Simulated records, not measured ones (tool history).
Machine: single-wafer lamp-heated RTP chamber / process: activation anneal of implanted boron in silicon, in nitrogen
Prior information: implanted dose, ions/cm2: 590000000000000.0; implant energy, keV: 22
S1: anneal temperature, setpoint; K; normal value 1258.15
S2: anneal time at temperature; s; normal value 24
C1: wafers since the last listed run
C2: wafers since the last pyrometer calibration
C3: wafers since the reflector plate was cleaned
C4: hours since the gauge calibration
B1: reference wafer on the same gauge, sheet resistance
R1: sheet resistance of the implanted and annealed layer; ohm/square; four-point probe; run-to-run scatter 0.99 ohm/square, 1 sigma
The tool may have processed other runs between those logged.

run,day,S1,S2,C1,C2,C3,C4,B1,R1
1,0,1258.15,24,0,3920,4327,153.8,215.03,186.71
2,0.554,1258.15,24,266,4187,4593,167.1,214.93,186.93
3,0.854,1258.15,24,144,4331,4738,174.3,215.13,186.04
4,1.388,1258.15,24,256,4588,4994,187.1,215.13,184.91
5,1.983,1258.15,24,286,4874,5281,201.4,214.96,186.84
6,2.571,1258.15,24,282,5157,5564,215.5,215.01,187.98
7,3.125,1243.15,24,266,5424,5830,228.8,215.03,193.18
8,3.642,1243.15,24,248,5672,6079,241.2,215,193.5
9,4.225,1243.15,24,280,5953,6360,255.2,214.97,190.51
10,4.567,1258.15,13,164,6118,6524,263.4,215.05,186.45
11,5.212,1258.15,13,310,6428,6835,278.9,214.99,187.56
12,5.529,1258.15,24,152,6581,6987,286.5,215,184.2
13,6.121,1258.15,24,284,6865,7272,300.7,215.17,185.71
14,6.796,1258.15,24,324,7190,7597,316.9,214.93,183.74
15,7.221,1258.15,24,204,7395,7801,327.1,215.11,184.57
16,7.638,1258.15,24,200,7595,8002,337.1,215,186.09
17,7.958,1276.15,19,154,7750,8156,344.8,215.01,181.16
# day 8.771: reflector plate cleaned
18,8.792,1233.15,16,240,7990,10,364.8,214.96,205.05
19,9.608,1258.15,24,392,8383,403,384.4,215.08,185.13
20,10.171,1248.15,36,270,8654,674,397.9,215.12,188.55
21,10.562,1285.15,24,188,8842,862,407.3,214.94,178.57
22,10.908,1258.15,24,166,9009,1029,415.6,214.99,184.16
23,11.517,1258.15,24,292,9301,1322,430.2,215.03,185.79
# day 12.204: pyrometer window cleaned and pyrometer calibrated
24,12.225,1240.15,29,180,10,1502,447.2,215.06,202.95
25,12.708,1258.15,24,232,243,1735,458.8,214.92,189.61
# day 12.817: gauge calibrated
26,13.025,1232.15,14,152,395,1887,5,215.18,220.84
27,13.571,1237.15,15,262,658,2150,18.1,215.13,212.8
28,13.921,1234.15,24,168,826,2318,26.5,215.1,209.37
29,14.333,1258.15,24,198,1025,2517,36.4,214.91,190.06
30,14.771,1234.15,24,210,1235,2727,46.9,214.89,209.04
31,15.05,1271.15,38,134,1370,2861,53.6,214.97,181.21
32,15.462,1272.15,31,198,1568,3060,63.5,215.2,183.57
33,17.704,1249.15,31,1078,2647,4139,117.3,215.14,190.54

Had the tool no unlogged condition, and each run kept its random variation, what would the results have been?
Unlogged tool condition in this case: true wafer temperature minus pyrometer reading, K; wafer temperature error from the tarnished reflector plate, K; gauge reads high (%).
run,R1
1,191.62
2,191.95
3,191.1
4,190.02
5,192.1
6,193.35
7,203.17
8,203.62
9,200.59
10,193.41
11,194.64
12,189.76
13,191.36
14,189.37
15,190.25
16,191.84
17,183.88
18,223.53
19,190.94
20,195.99
21,180.4
22,189.98
23,191.68
24,203.49
25,190.41
26,224.49
27,217.16
28,214.22
29,192.25
30,215.48
31,182.51
32,185.02
33,195.53
